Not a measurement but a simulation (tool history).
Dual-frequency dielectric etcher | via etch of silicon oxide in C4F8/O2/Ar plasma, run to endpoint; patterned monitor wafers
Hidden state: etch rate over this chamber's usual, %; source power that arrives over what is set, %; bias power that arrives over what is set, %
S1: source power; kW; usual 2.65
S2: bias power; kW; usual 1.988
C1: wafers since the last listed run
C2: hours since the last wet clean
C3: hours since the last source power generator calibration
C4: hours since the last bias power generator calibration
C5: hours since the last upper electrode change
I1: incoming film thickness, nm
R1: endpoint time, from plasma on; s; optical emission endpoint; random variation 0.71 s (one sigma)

run,hour,S1,S2,C1,C2,C3,C4,C5,I1,R1
1,0,2.65,1.988,0,3,4124.3,3692.3,2890,1213.9,238.3
2,13.4,2.65,1.988,46,16.4,4137.7,3705.7,2903.4,1216.6,236.9
3,29.3,2.65,1.988,54,32.3,4153.6,3721.6,2919.3,1222.8,240.3
4,60.4,2.65,1.988,106,63.4,4184.7,3752.7,2950.4,1214.8,238.9
5,88.3,2.65,1.988,95,91.3,4212.6,3780.6,2978.3,1219,238.1
6,105.1,2.65,1.988,57,108.1,4229.4,3797.4,2995.1,1208.4,235.9
7,137.1,2.65,1.988,109,140.1,4261.4,3829.4,3027.1,1207.9,235.1
8,170.7,2.65,1.988,115,173.7,4295,3863,3060.7,1205.7,235.1
9,194.8,2.65,2.16,82,197.8,4319.1,3887.1,3084.8,1193.9,228.5
10,227.5,2.65,2.16,112,230.5,4351.8,3919.8,3117.5,1216,232.5
11,242.9,2.65,1.988,52,245.9,4367.2,3935.2,3132.9,1216.9,237.8
# hour 277.9: upper electrode replaced
12,278.5,2.65,1.988,39,281.5,4402.8,3970.8,0.6,1212.1,235.9
# hour 286.6: source power generator calibrated
13,305.9,2.65,2.147,80,308.9,19.3,3998.2,28,1214.1,232.2
# hour 326.4: bias power generator calibrated
14,330.3,2.65,2.147,70,333.3,43.7,3.9,52.4,1211.9,231.3
15,364.1,2.09,1.573,116,367.1,77.5,37.7,86.2,1214.7,270.1
16,384.9,2.98,1.58,71,387.9,98.3,58.5,107,1211.6,239.6
17,414.9,2.89,2.165,103,417.9,128.3,88.5,137,1201.2,221.4
18,438.2,2.09,1.988,80,441.2,151.6,111.8,160.3,1212.9,253.3
19,452.9,2.65,2.427,50,455.9,166.3,126.5,175,1204.5,221.3
20,480.1,3,1.988,93,483.1,193.5,153.7,202.2,1209,225.2
21,496,2.65,2.366,54,499,209.4,169.6,218.1,1220.3,224.9
22,508.1,2.65,1.988,41,511.1,221.5,181.7,230.2,1216.4,235.5
# hour 537: wet clean of the chamber
23,542.9,2.65,1.988,37,5.9,256.3,216.5,265,1215.1,238.4
24,577.2,2.87,2.442,117,40.2,290.6,250.8,299.3,1212.7,219.1
25,604.3,2.65,1.988,93,67.3,317.7,277.9,326.4,1225,240.4
26,635.7,2.16,1.988,107,98.7,349.1,309.3,357.8,1218.2,253.9
27,654.7,2.38,1.853,65,117.7,368.1,328.3,376.8,1215.9,251.2
28,672.9,2.32,1.554,62,135.9,386.3,346.5,395,1217.5,264.4
29,707.7,2.65,2.207,119,170.7,421.1,381.3,429.8,1214.8,231.5

How the hidden state differs across the entries between the runs, from the last listed run before each to the first after it:
Between runs 11 and 12: upper electrode replaced (hour 277.9)
  etch rate over this chamber's usual, %: 0.456 -> 0.548
  measured less the result without the state, R1: -1.1 -> -1.3 s
Between runs 12 and 13: source power generator calibrated (hour 286.6)
  etch rate over this chamber's usual, %: 0.548 -> 0.619
  measured less the result without the state, R1: -1.3 -> -1.5 s
Between runs 13 and 14: bias power generator calibrated (hour 326.4)
  etch rate over this chamber's usual, %: 0.619 -> 0.682
  measured less the result without the state, R1: -1.5 -> -1.6 s
Between runs 22 and 23: wet clean of the chamber (hour 537)
  etch rate over this chamber's usual, %: 1.14 -> -0.134
  measured less the result without the state, R1: -2.6 -> +0.3 s

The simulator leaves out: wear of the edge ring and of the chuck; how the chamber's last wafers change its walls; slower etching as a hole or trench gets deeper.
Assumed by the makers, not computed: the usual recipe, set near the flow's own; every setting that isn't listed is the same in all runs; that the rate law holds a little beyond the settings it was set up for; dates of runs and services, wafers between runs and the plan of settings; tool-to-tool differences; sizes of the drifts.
